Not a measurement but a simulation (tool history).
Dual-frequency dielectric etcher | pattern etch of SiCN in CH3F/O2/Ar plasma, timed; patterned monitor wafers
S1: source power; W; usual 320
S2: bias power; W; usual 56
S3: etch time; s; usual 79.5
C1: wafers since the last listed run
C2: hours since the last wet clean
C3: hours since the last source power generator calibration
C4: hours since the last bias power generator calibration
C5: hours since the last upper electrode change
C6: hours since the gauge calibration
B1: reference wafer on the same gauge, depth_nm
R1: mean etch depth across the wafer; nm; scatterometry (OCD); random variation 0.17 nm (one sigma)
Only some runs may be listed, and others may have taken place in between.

run,hour,S1,S2,S3,C1,C2,C3,C4,C5,C6,B1,R1
1,0.0,350,56,79.5,0,173.3,2898.8,436.8,2345.4,1015.6,22.79,27.34
2,63.7,350,56,79.5,542,237.0,2962.5,500.5,2409.1,1079.3,22.80,27.17
3,167.4,320,56,79.5,882,340.7,3066.2,604.2,2512.8,1183.0,22.80,25.72
4,268.8,320,56,79.5,862,442.1,3167.6,705.6,2614.2,1284.4,22.81,25.72
# hour 322.7: wet clean of the chamber
# hour 334.8: gauge calibrated
5,351.3,320,56,79.5,497,28.6,3250.1,788.1,2696.7,16.5,22.81,25.98
6,442.9,320,56,79.5,779,120.2,3341.7,879.7,2788.3,108.1,22.78,25.91
7,484.1,270,56,79.5,350,161.4,3382.9,920.9,2829.5,149.3,22.77,23.29
8,560.9,270,56,79.5,653,238.2,3459.7,997.7,2906.3,226.1,22.78,23.55
9,616.3,270,56,79.5,471,293.6,3515.1,1053.1,2961.7,281.5,22.81,23.52
# hour 796.8: wet clean of the chamber
10,797.3,320,56,79.5,1336,0.5,3696.1,1234.1,3142.7,462.5,22.81,26.07
11,877.7,320,56,79.5,684,80.9,3776.5,1314.5,3223.1,542.9,22.79,25.92
12,951.3,320,56,79.5,626,154.5,3850.1,1388.1,3296.7,616.5,22.82,26.03
# hour 1001.8: upper electrode replaced
13,1002.3,320,56,79.5,229,205.5,3901.1,1439.1,0.5,667.5,22.81,25.71
14,1054.0,320,56,79.5,439,257.2,3952.8,1490.8,52.2,719.2,22.81,26.16
15,1143.7,320,56,79.5,763,346.9,4042.5,1580.5,141.9,808.9,22.82,25.94
16,1228.4,370,62,79.5,720,431.6,4127.2,1665.2,226.6,893.6,22.76,29.65
# hour 1286.1: wet clean of the chamber
17,1309.0,300,69,99.5,481,22.9,4207.8,1745.8,307.2,974.2,22.80,34.22
18,1374.9,320,56,79.5,560,88.8,4273.7,1811.7,373.1,1040.1,22.79,25.97
19,1481.1,320,56,79.5,903,195.0,4379.9,1917.9,479.3,1146.3,22.80,25.96
# hour 1541.2: bias power generator calibrated
# hour 1553.2: source power generator calibrated
20,1588.4,240,52,90.5,845,302.3,35.2,47.2,586.6,1253.6,22.82,23.60
# hour 1593.3: gauge calibrated
21,1646.5,320,56,79.5,494,360.4,93.3,105.3,644.7,53.2,22.79,25.55
# hour 1727.7: wet clean of the chamber
22,1733.5,320,56,79.5,536,5.8,180.3,192.3,731.7,140.2,22.82,25.69
23,1789.8,390,56,79.5,479,62.1,236.6,248.6,788.0,196.5,22.80,28.82
24,1875.4,250,42,58.0,728,147.7,322.2,334.2,873.6,282.1,22.77,14.03
25,1934.9,300,44,87.5,506,207.2,381.7,393.7,933.1,341.6,22.82,24.40
26,2092.4,280,56,101.0,1340,364.7,539.2,551.2,1090.6,499.1,22.77,29.99
27,2132.3,320,56,79.5,339,404.6,579.1,591.1,1130.5,539.0,22.80,25.78
# hour 2208.7: wet clean of the chamber
28,2209.2,270,64,79.5,450,0.5,656.0,668.0,1207.4,615.9,22.81,24.52
29,2299.0,320,56,79.5,764,90.3,745.8,757.8,1297.2,705.7,22.82,26.09
30,2392.3,370,66,73.5,794,183.6,839.1,851.1,1390.5,799.0,22.82,28.04

Hidden state at the last listed run before each entry between runs and at the first one after, where it differs:
Between runs 4 and 5: wet clean of the chamber (hour 322.7); gauge calibrated (hour 334.8)
  both runs share identical hidden conditions
Between runs 9 and 10: wet clean of the chamber (hour 796.8)
  both runs share identical hidden conditions
Between runs 12 and 13: upper electrode replaced (hour 1001.8)
  both runs share identical hidden conditions
Between runs 16 and 17: wet clean of the chamber (hour 1286.1)
  both runs share identical hidden conditions
Between runs 19 and 20: bias power generator calibrated (hour 1541.2); source power generator calibrated (hour 1553.2)
  both runs share identical hidden conditions
Between runs 20 and 21: gauge calibrated (hour 1593.3)
  both runs share identical hidden conditions
Between runs 21 and 22: wet clean of the chamber (hour 1727.7)
  both runs share identical hidden conditions
Between runs 27 and 28: wet clean of the chamber (hour 2208.7)
  both runs share identical hidden conditions
